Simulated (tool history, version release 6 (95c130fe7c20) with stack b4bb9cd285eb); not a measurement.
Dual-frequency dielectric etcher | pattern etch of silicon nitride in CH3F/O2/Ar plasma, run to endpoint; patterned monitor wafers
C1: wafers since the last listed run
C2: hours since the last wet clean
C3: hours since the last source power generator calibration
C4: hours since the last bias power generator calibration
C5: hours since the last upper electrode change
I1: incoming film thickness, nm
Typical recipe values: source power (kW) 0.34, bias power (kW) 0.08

run 1 day=0 | source_power_(kW)=0.34 bias_power_(kW)=0.08 | C1=0 C2=49.8 C3=2911 C4=619.5 C5=3098.1 | I1=39.2 | endpoint_time_(s)=55.8
run 2 day=2.396 | source_power_(kW)=0.34 bias_power_(kW)=0.08 | C1=564 C2=107.3 C3=2968.5 C4=677 C5=3155.6 | I1=38.98 | endpoint_time_(s)=55.1
run 3 day=5.392 | source_power_(kW)=0.34 bias_power_(kW)=0.08 | C1=705 C2=179.2 C3=3040.4 C4=748.9 C5=3227.5 | I1=39.05 | endpoint_time_(s)=55.3
run 4 day=7.017 | source_power_(kW)=0.34 bias_power_(kW)=0.068 | C1=382 C2=218.2 C3=3079.4 C4=787.9 C5=3266.5 | I1=39.32 | endpoint_time_(s)=57.5
run 5 day=8.967 | source_power_(kW)=0.39 bias_power_(kW)=0.095 | C1=459 C2=265 C3=3126.2 C4=834.7 C5=3313.3 | I1=38.76 | endpoint_time_(s)=48.1
run 6 day=11.583 | source_power_(kW)=0.39 bias_power_(kW)=0.095 | C1=616 C2=327.8 C3=3189 C4=897.5 C5=3376.1 | I1=39.28 | endpoint_time_(s)=48.8
run 7 day=13.929 | source_power_(kW)=0.34 bias_power_(kW)=0.08 | C1=552 C2=384.1 C3=3245.3 C4=953.8 C5=3432.4 | I1=38.81 | endpoint_time_(s)=53.5
run 8 day=15.6 | source_power_(kW)=0.34 bias_power_(kW)=0.08 | C1=393 C2=424.2 C3=3285.4 C4=993.9 C5=3472.5 | I1=39.46 | endpoint_time_(s)=54.7
run 9 day=18.471 | source_power_(kW)=0.34 bias_power_(kW)=0.08 | C1=676 C2=493.1 C3=3354.3 C4=1062.8 C5=3541.4 | I1=39.46 | endpoint_time_(s)=54.2
run 10 day=20.588 | source_power_(kW)=0.34 bias_power_(kW)=0.08 | C1=498 C2=543.9 C3=3405.1 C4=1113.6 C5=3592.2 | I1=38.74 | endpoint_time_(s)=53
run 11 day=21.917 | source_power_(kW)=0.34 bias_power_(kW)=0.08 | C1=313 C2=575.8 C3=3437 C4=1145.5 C5=3624.1 | I1=39.12 | endpoint_time_(s)=53.5
-- day=25.225 wet clean of the chamber
run 12 day=25.246 | source_power_(kW)=0.34 bias_power_(kW)=0.08 | C1=548 C2=0.5 C3=3516.9 C4=1225.4 C5=3704 | I1=39.07 | endpoint_time_(s)=56.1
run 13 day=27.496 | source_power_(kW)=0.34 bias_power_(kW)=0.08 | C1=529 C2=54.5 C3=3570.9 C4=1279.4 C5=3758 | I1=38.95 | endpoint_time_(s)=55.3
run 14 day=33.533 | source_power_(kW)=0.34 bias_power_(kW)=0.08 | C1=1421 C2=199.4 C3=3715.8 C4=1424.3 C5=3902.9 | I1=39.84 | endpoint_time_(s)=55.9
run 15 day=35.925 | source_power_(kW)=0.34 bias_power_(kW)=0.089 | C1=563 C2=256.8 C3=3773.2 C4=1481.7 C5=3960.3 | I1=39.17 | endpoint_time_(s)=53.1
run 16 day=37.725 | source_power_(kW)=0.34 bias_power_(kW)=0.089 | C1=423 C2=300 C3=3816.4 C4=1524.9 C5=4003.5 | I1=38.84 | endpoint_time_(s)=52.8
-- day=40.754 upper electrode replaced, of another model than before
run 17 day=40.775 | source_power_(kW)=0.34 bias_power_(kW)=0.08 | C1=482 C2=373.2 C3=3889.6 C4=1598.1 C5=0.5 | I1=39.04 | endpoint_time_(s)=53.9
run 18 day=41.954 | source_power_(kW)=0.31 bias_power_(kW)=0.071 | C1=277 C2=401.5 C3=3917.9 C4=1626.4 C5=28.8 | I1=38.59 | endpoint_time_(s)=56.4
run 19 day=43.521 | source_power_(kW)=0.34 bias_power_(kW)=0.064 | C1=368 C2=439.1 C3=3955.5 C4=1664 C5=66.4 | I1=39.36 | endpoint_time_(s)=56
run 20 day=46.167 | source_power_(kW)=0.28 bias_power_(kW)=0.096 | C1=623 C2=502.6 C3=4019 C4=1727.5 C5=129.9 | I1=39.09 | endpoint_time_(s)=55
-- day=48.408 wet clean of the chamber
run 21 day=48.429 | source_power_(kW)=0.4 bias_power_(kW)=0.08 | C1=297 C2=0.5 C3=4073.3 C4=1781.8 C5=184.2 | I1=39.61 | endpoint_time_(s)=53.1
-- day=49.217 bias power generator calibrated
-- day=49.896 source power generator calibrated
run 22 day=50.292 | source_power_(kW)=0.38 bias_power_(kW)=0.094 | C1=360 C2=45.2 C3=9.5 C4=25.8 C5=228.9 | I1=39.1 | endpoint_time_(s)=51.6
run 23 day=52.758 | source_power_(kW)=0.29 bias_power_(kW)=0.086 | C1=580 C2=104.4 C3=68.7 C4=85 C5=288.1 | I1=38.62 | endpoint_time_(s)=56.9
run 24 day=55.412 | source_power_(kW)=0.38 bias_power_(kW)=0.089 | C1=625 C2=168.1 C3=132.4 C4=148.7 C5=351.8 | I1=39.62 | endpoint_time_(s)=52.3
run 25 day=57.321 | source_power_(kW)=0.34 bias_power_(kW)=0.08 | C1=449 C2=213.9 C3=178.2 C4=194.5 C5=397.6 | I1=38.9 | endpoint_time_(s)=54.6
run 26 day=58.717 | source_power_(kW)=0.37 bias_power_(kW)=0.088 | C1=328 C2=247.4 C3=211.7 C4=228 C5=431.1 | I1=39.61 | endpoint_time_(s)=52.6
run 27 day=59.767 | source_power_(kW)=0.37 bias_power_(kW)=0.067 | C1=247 C2=272.6 C3=236.9 C4=253.2 C5=456.3 | I1=38.88 | endpoint_time_(s)=54.2
run 28 day=62.725 | source_power_(kW)=0.27 bias_power_(kW)=0.094 | C1=696 C2=343.6 C3=307.9 C4=324.2 C5=527.3 | I1=39.56 | endpoint_time_(s)=57.9
run 29 day=64.475 | source_power_(kW)=0.3 bias_power_(kW)=0.08 | C1=412 C2=385.6 C3=349.9 C4=366.2 C5=569.3 | I1=39.13 | endpoint_time_(s)=56.6
run 30 day=66.196 | source_power_(kW)=0.34 bias_power_(kW)=0.08 | C1=405 C2=426.9 C3=391.2 C4=407.5 C5=610.6 | I1=38.78 | endpoint_time_(s)=53.3
run 31 day=68.054 | source_power_(kW)=0.28 bias_power_(kW)=0.073 | C1=437 C2=471.5 C3=435.8 C4=452.1 C5=655.2 | I1=38.57 | endpoint_time_(s)=57.5
run 32 day=69.871 | source_power_(kW)=0.34 bias_power_(kW)=0.08 | C1=427 C2=515.1 C3=479.4 C4=495.7 C5=698.8 | I1=39.2 | endpoint_time_(s)=53.5
-- day=70.967 wet clean of the chamber
run 33 day=71.4 | source_power_(kW)=0.34 bias_power_(kW)=0.088 | C1=124 C2=10.4 C3=516.1 C4=532.4 C5=735.5 | I1=39 | endpoint_time_(s)=54.9
run 34 day=72.692 | source_power_(kW)=0.26 bias_power_(kW)=0.068 | C1=304 C2=41.4 C3=547.1 C4=563.4 C5=766.5 | I1=39.06 | endpoint_time_(s)=62.2
run 35 day=73.946 | source_power_(kW)=0.34 bias_power_(kW)=0.08 | C1=295 C2=71.5 C3=577.2 C4=593.5 C5=796.6 | I1=39.32 | endpoint_time_(s)=55.5
run 36 day=76.8 | source_power_(kW)=0.32 bias_power_(kW)=0.095 | C1=672 C2=140 C3=645.7 C4=662 C5=865.1 | I1=39.1 | endpoint_time_(s)=54.2

Hidden state or all else? Some run-to-run changes of endpoint time (s), split into what the settings, what came in and random variation would give without the hidden state, and what is left for the hidden state (with any gauge scatter that isn't in both results):
Hidden state present: etch rate over this chamber's usual, %; source power that arrives over what is set, %; bias power that arrives over what is set, %.
Run 4 -> 5: source power (kW) 0.34 -> 0.39, bias power (kW) 0.068 -> 0.095. endpoint time (s) -9.4: hidden state -0.1, all else -9.3.
Run 11 -> 12: wet clean of the chamber. endpoint time (s) +2.6: hidden state +2.8, all else -0.2.
Run 20 -> 21: source power (kW) 0.28 -> 0.4, bias power (kW) 0.096 -> 0.08, wet clean of the chamber. endpoint time (s) -1.9: hidden state +2.2, all else -4.1.
Run 32 -> 33: bias power (kW) 0.08 -> 0.088, wet clean of the chamber. endpoint time (s) +1.4: hidden state +2.1, all else -0.7.
Run 33 -> 34: source power (kW) 0.34 -> 0.26, bias power (kW) 0.088 -> 0.068. endpoint time (s) +7.3: hidden state -0.2, all else +7.5.
Run 34 -> 35: source power (kW) 0.26 -> 0.34, bias power (kW) 0.068 -> 0.08. endpoint time (s) -6.7: hidden state -0.1, all else -6.6.

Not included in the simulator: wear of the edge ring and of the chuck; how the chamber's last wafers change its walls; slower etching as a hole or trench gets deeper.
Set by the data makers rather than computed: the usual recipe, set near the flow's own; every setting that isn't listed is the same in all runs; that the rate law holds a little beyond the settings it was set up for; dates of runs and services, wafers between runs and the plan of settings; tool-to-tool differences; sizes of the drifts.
